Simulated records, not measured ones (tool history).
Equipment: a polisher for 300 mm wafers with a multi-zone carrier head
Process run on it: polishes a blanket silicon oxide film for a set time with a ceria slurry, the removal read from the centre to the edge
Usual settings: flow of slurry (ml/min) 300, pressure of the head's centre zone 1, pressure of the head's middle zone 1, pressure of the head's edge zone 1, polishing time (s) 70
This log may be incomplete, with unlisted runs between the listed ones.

run     day  flow of slurry (ml/min)  pressure of the head's centre zone  pressure of the head's middle zone  pressure of the head's edge zone  polishing time (s)  wafers since the last listed run  wafers polished on this pad  hours since the slurry nozzle was cleaned  hours since the centre zone pressure was calibrated  hours since the edge zone pressure was calibrated  hours since the carrier head's membrane was replaced  incoming thickness of the incoming film, nm  film removed at the wafer's centre (Å)  film removed at mid-radius (Å)  film removed at the wafer's edge (Å)
  1       0                      300                                   1                                   1                                 1                  70                                 0                          144                                      232.8                                               1460.8                                             1136.3                                                  1387                                       1532.3                                    3735                            3800                                  3632
  2   0.321                      300                                   1                                   1                                 1                  70                                63                          208                                      240.5                                               1468.5                                               1144                                                1394.7                                       1525.9                                    3699                            3670                                  3605
  3   0.721                      300                                   1                                   1                                 1                  70                                79                          287                                      250.1                                               1478.1                                             1153.6                                                1404.3                                       1545.5                                    3570                            3570                                  3564
  4    1.35                      300                                   1                                0.98                                 1                  70                               125                          413                                      265.2                                               1493.2                                             1168.7                                                1419.4                                       1515.5                                    3642                            3658                                  3501
  5   1.833                      300                                1.06                                   1                              0.94                  70                                96                          509                                      276.8                                               1504.8                                             1180.3                                                  1431                                       1546.1                                    3802                            3648                                  3452
      1.954  -- slurry nozzle cleaned
      2.425  -- carrier head's membrane replaced by a new one, of another model than before
  6    2.45                      300                                1.06                                   1                              0.94                  70                                72                          581                                       11.9                                               1519.6                                             1195.1                                                   0.6                                       1521.6                                    3886                            3582                                  3429
      3.092  -- worn pad replaced by a new one
  7   3.142                      300                                1.06                                   1                              0.94                  70                               104                           10                                       28.5                                               1536.2                                             1211.7                                                  17.2                                       1552.9                                    4060                            3765                                  3676
       3.35  -- centre zone pressure recalibrated
  8   3.733                      300                                   1                                   1                                 1                  70                               101                          111                                       42.7                                                  9.2                                             1225.9                                                  31.4                                       1541.1                                    3677                            3693                                  3585
  9   4.183                      300                                   1                                1.07                              0.93                  70                                89                          200                                       53.5                                                   20                                             1236.7                                                  42.2                                       1566.1                                    3630                            3977                                  3476
 10   4.558                      300                                   1                                   1                                 1                  70                                74                          275                                       62.5                                                   29                                             1245.7                                                  51.2                                       1573.9                                    3590                            3633                                  3514
      4.912  -- edge zone pressure recalibrated
 11   5.304                      300                                   1                                   1                                 1                  70                               131                          406                                       80.4                                                 46.9                                                9.4                                                  69.1                                       1568.7                                    3592                            3621                                  3479
 12   6.425                      300                                   1                                   1                                 1                  70                               222                          629                                      107.3                                                 73.8                                               36.3                                                    96                                       1565.6                                    3570                            3531                                  3427
 13   6.879                      195                                0.94                                   1                                 1                  70                                90                          719                                      118.2                                                 84.7                                               47.2                                                 106.9                                       1520.5                                    3015                            3308                                  3306
      7.079  -- worn pad replaced by a new one
 14   7.321                      200                                0.94                                   1                              1.09                  82                                54                           48                                      128.8                                                 95.3                                               57.8                                                 117.5                                       1550.9                                    3802                            4139                                  4264
 15   7.779                      300                                   1                                1.07                              0.93                  70                                91                          139                                      139.8                                                106.3                                               68.8                                                 128.5                                       1545.6                                    3747                            4043                                  3599
 16   8.296                      300                                   1                                   1                              1.07                  70                               102                          241                                      152.2                                                118.7                                               81.2                                                 140.9                                       1557.9                                    3741                            3730                                  3718
 17   8.733                      300                                0.89                                1.09                                 1                  70                                86                          328                                      162.7                                                129.2                                               91.7                                                 151.4                                       1539.1                                    3063                            3960                                  3588
 18    9.25                      370                                0.92                                   1                              0.91                  57                               102                          431                                      175.1                                                141.6                                              104.1                                                 163.8                                       1514.2                                    2621                            3011                                  2881
 19   9.933                      300                                0.89                                0.96                              1.11                  91                               135                          567                                      191.5                                                  158                                              120.5                                                 180.2                                       1516.9                                    3980                            4452                                  4734
 20  10.371                      300                                   1                                   1                                 1                  70                                86                          654                                        202                                                168.5                                                131                                                 190.7                                         1562                                    3620                            3645                                  3513
 21  10.725                      395                                1.12                                0.95                              0.96                  70                                70                          724                                      210.5                                                  177                                              139.5                                                 199.2                                       1555.6                                    4347                            3484                                  3505
     11.008  -- worn pad replaced by a new one
 22  11.333                      360                                1.07                                   1                                 1                  70                                87                           64                                      225.1                                                191.6                                              154.1                                                 213.8                                       1509.3                                    4268                            3815                                  3718
 23  11.729                      300                                   1                                   1                                 1                  92                                78                          143                                      234.6                                                201.1                                              163.6                                                 223.3                                       1556.5                                    4923                            4766                                  4797

Results per run with the tool's hidden condition removed, run-to-run variation unchanged:
Hidden conditions of the tool in this case: removal rate lost through wear of the pad, %; slurry flow missing at the pad, %; deviation of the centre zone's pressure from its setpoint, %; deviation of the edge zone's pressure from its setpoint, %.
run  film removed at the wafer's centre (Å)  film removed at mid-radius (Å)  film removed at the wafer's edge (Å)
  1                                    3881                            3949                                  3773
  2                                    3880                            3850                                  3781
  3                                    3778                            3778                                  3772
  4                                    3891                            3908                                  3741
  5                                    4082                            3917                                  3706
  6                                    4189                            3861                                  3696
  7                                    4123                            3823                                  3733
  8                                    3834                            3851                                  3738
  9                                    3836                            4203                                  3673
 10                                    3826                            3872                                  3745
 11                                    3870                            3900                                  3747
 12                                    3876                            3835                                  3721
 13                                    3279                            3598                                  3596
 14                                    3855                            4197                                  4324
 15                                    3870                            4175                                  3717
 16                                    3920                            3908                                  3896
 17                                    3237                            4185                                  3792
 18                                    2789                            3204                                  3066
 19                                    4260                            4765                                  5068
 20                                    3884                            3911                                  3769
 21                                    4671                            3744                                  3766
 22                                    4368                            3905                                  3805
 23                                    5116                            4953                                  4986
